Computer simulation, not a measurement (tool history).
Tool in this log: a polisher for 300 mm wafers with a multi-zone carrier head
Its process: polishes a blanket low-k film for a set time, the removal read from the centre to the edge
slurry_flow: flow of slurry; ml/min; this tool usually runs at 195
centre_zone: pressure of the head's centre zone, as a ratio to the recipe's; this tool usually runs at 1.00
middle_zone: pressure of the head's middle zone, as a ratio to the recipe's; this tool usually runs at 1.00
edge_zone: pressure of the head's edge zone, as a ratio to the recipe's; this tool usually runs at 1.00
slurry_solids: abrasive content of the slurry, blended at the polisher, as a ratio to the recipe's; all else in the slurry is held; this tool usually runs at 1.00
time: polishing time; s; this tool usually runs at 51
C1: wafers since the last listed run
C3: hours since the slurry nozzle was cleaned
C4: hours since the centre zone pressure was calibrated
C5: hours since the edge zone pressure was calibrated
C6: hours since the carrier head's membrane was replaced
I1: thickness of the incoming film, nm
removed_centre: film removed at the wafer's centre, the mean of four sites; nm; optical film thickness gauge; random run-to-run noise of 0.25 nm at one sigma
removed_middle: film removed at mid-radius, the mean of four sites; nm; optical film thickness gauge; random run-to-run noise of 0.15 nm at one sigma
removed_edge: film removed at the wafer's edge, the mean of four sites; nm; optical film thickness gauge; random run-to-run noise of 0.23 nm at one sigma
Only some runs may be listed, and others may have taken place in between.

{"run": 1, "hour": 0.0, "slurry_flow": 195, "centre_zone": 1.0, "middle_zone": 1.0, "edge_zone": 1.0, "slurry_solids": 1.0, "time": 51, "C1": 0, "wafers polished on this pad": 482, "C3": 80.0, "C4": 95.6, "C5": 335.6, "C6": 1433.9, "I1": 380.9, "removed_centre": 19.8, "removed_middle": 19.2, "removed_edge": 19.4}
{"run": 2, "hour": 22.8, "slurry_flow": 195, "centre_zone": 1.0, "middle_zone": 1.0, "edge_zone": 1.0, "slurry_solids": 1.0, "time": 64, "C1": 271, "wafers polished on this pad": 754, "C3": 102.8, "C4": 118.4, "C5": 358.4, "C6": 1456.7, "I1": 374.7, "removed_centre": 24.2, "removed_middle": 24.3, "removed_edge": 24.1}
{"run": 3, "hour": 101.8, "slurry_flow": 195, "centre_zone": 1.0, "middle_zone": 1.0, "edge_zone": 1.0, "slurry_solids": 1.0, "time": 51, "C1": 940, "wafers polished on this pad": 1695, "C3": 181.8, "C4": 197.4, "C5": 437.4, "C6": 1535.7, "I1": 384.2, "removed_centre": 19.6, "removed_middle": 19.3, "removed_edge": 19.1}
{"run": 4, "hour": 136.3, "slurry_flow": 230, "centre_zone": 1.0, "middle_zone": 1.0, "edge_zone": 1.0, "slurry_solids": 1.0, "time": 51, "C1": 410, "wafers polished on this pad": 2105, "C3": 216.3, "C4": 231.9, "C5": 471.9, "C6": 1570.2, "I1": 383.2, "removed_centre": 20.4, "removed_middle": 19.5, "removed_edge": 19.8}
{"run": 5, "hour": 150.7, "slurry_flow": 195, "centre_zone": 1.0, "middle_zone": 1.0, "edge_zone": 1.0, "slurry_solids": 1.0, "time": 51, "C1": 171, "wafers polished on this pad": 2277, "C3": 230.7, "C4": 246.3, "C5": 486.3, "C6": 1584.6, "I1": 377.4, "removed_centre": 19.3, "removed_middle": 19.3, "removed_edge": 19.5}
{"hour": 169.0, "done": "worn pad replaced by a new one"}
{"run": 6, "hour": 169.5, "slurry_flow": 175, "centre_zone": 1.0, "middle_zone": 1.0, "edge_zone": 1.0, "slurry_solids": 1.15, "time": 51, "C1": 176, "wafers polished on this pad": 6, "C3": 249.5, "C4": 265.1, "C5": 505.1, "C6": 1603.4, "I1": 381.6, "removed_centre": 20.4, "removed_middle": 20.0, "removed_edge": 20.6}
{"run": 7, "hour": 183.0, "slurry_flow": 195, "centre_zone": 1.0, "middle_zone": 0.97, "edge_zone": 1.0, "slurry_solids": 1.0, "time": 51, "C1": 160, "wafers polished on this pad": 166, "C3": 263.0, "C4": 278.6, "C5": 518.6, "C6": 1616.9, "I1": 382.6, "removed_centre": 19.5, "removed_middle": 18.6, "removed_edge": 19.5}
{"hour": 189.2, "done": "carrier head's membrane replaced by a new one"}
{"run": 8, "hour": 210.8, "slurry_flow": 195, "centre_zone": 1.0, "middle_zone": 1.0, "edge_zone": 1.0, "slurry_solids": 1.0, "time": 51, "C1": 271, "wafers polished on this pad": 438, "C3": 290.8, "C4": 306.4, "C5": 546.4, "C6": 21.6, "I1": 384.6, "removed_centre": 19.2, "removed_middle": 19.1, "removed_edge": 19.1}
{"run": 9, "hour": 242.7, "slurry_flow": 260, "centre_zone": 1.0, "middle_zone": 1.09, "edge_zone": 1.0, "slurry_solids": 1.0, "time": 51, "C1": 379, "wafers polished on this pad": 818, "C3": 322.7, "C4": 338.3, "C5": 578.3, "C6": 53.5, "I1": 380.0, "removed_centre": 20.1, "removed_middle": 21.4, "removed_edge": 19.6}
{"run": 10, "hour": 260.0, "slurry_flow": 195, "centre_zone": 1.0, "middle_zone": 1.0, "edge_zone": 1.0, "slurry_solids": 1.0, "time": 51, "C1": 205, "wafers polished on this pad": 1024, "C3": 340.0, "C4": 355.6, "C5": 595.6, "C6": 70.8, "I1": 382.1, "removed_centre": 19.0, "removed_middle": 18.7, "removed_edge": 19.0}
{"run": 11, "hour": 283.7, "slurry_flow": 260, "centre_zone": 0.94, "middle_zone": 1.0, "edge_zone": 1.0, "slurry_solids": 1.0, "time": 51, "C1": 282, "wafers polished on this pad": 1306, "C3": 363.7, "C4": 379.3, "C5": 619.3, "C6": 94.5, "I1": 374.0, "removed_centre": 19.0, "removed_middle": 19.9, "removed_edge": 19.9}
{"run": 12, "hour": 297.0, "slurry_flow": 195, "centre_zone": 1.0, "middle_zone": 1.0, "edge_zone": 1.0, "slurry_solids": 0.85, "time": 67, "C1": 158, "wafers polished on this pad": 1464, "C3": 377.0, "C4": 392.6, "C5": 632.6, "C6": 107.8, "I1": 389.0, "removed_centre": 22.5, "removed_middle": 22.2, "removed_edge": 22.2}
{"run": 13, "hour": 318.2, "slurry_flow": 195, "centre_zone": 1.0, "middle_zone": 1.0, "edge_zone": 1.0, "slurry_solids": 1.0, "time": 51, "C1": 252, "wafers polished on this pad": 1717, "C3": 398.2, "C4": 413.8, "C5": 653.8, "C6": 129.0, "I1": 379.9, "removed_centre": 18.8, "removed_middle": 18.8, "removed_edge": 19.5}
{"run": 14, "hour": 336.5, "slurry_flow": 150, "centre_zone": 1.0, "middle_zone": 1.0, "edge_zone": 1.11, "slurry_solids": 0.9, "time": 36, "C1": 217, "wafers polished on this pad": 1935, "C3": 416.5, "C4": 432.1, "C5": 672.1, "C6": 147.3, "I1": 379.6, "removed_centre": 11.3, "removed_middle": 11.5, "removed_edge": 12.4}
{"run": 15, "hour": 354.0, "slurry_flow": 135, "centre_zone": 1.0, "middle_zone": 1.11, "edge_zone": 1.0, "slurry_solids": 1.0, "time": 51, "C1": 208, "wafers polished on this pad": 2143, "C3": 434.0, "C4": 449.6, "C5": 689.6, "C6": 164.8, "I1": 375.6, "removed_centre": 16.7, "removed_middle": 18.4, "removed_edge": 17.6}

Run 16 has not been measured yet. What should we expect?
{"run": 16, "hour": 366.2, "slurry_flow": 195, "centre_zone": 1.0, "middle_zone": 1.0, "edge_zone": 1.0, "slurry_solids": 1.0, "time": 40, "C1": 145, "wafers polished on this pad": 2288, "C3": 446.2, "C4": 461.8, "C5": 701.8, "C6": 177.0, "I1": 373.0, "removed_centre": "?", "removed_middle": "?", "removed_edge": "?"}

{"run 16": {"removed_centre": 14.3, "removed_middle": 14.5, "removed_edge": 14.8}}
Take away the tool's hidden state, keep the run-to-run variation as it was, and the same run would have given removed_centre 15.3 nm, removed_middle 15.3 nm, removed_edge 15.4 nm.
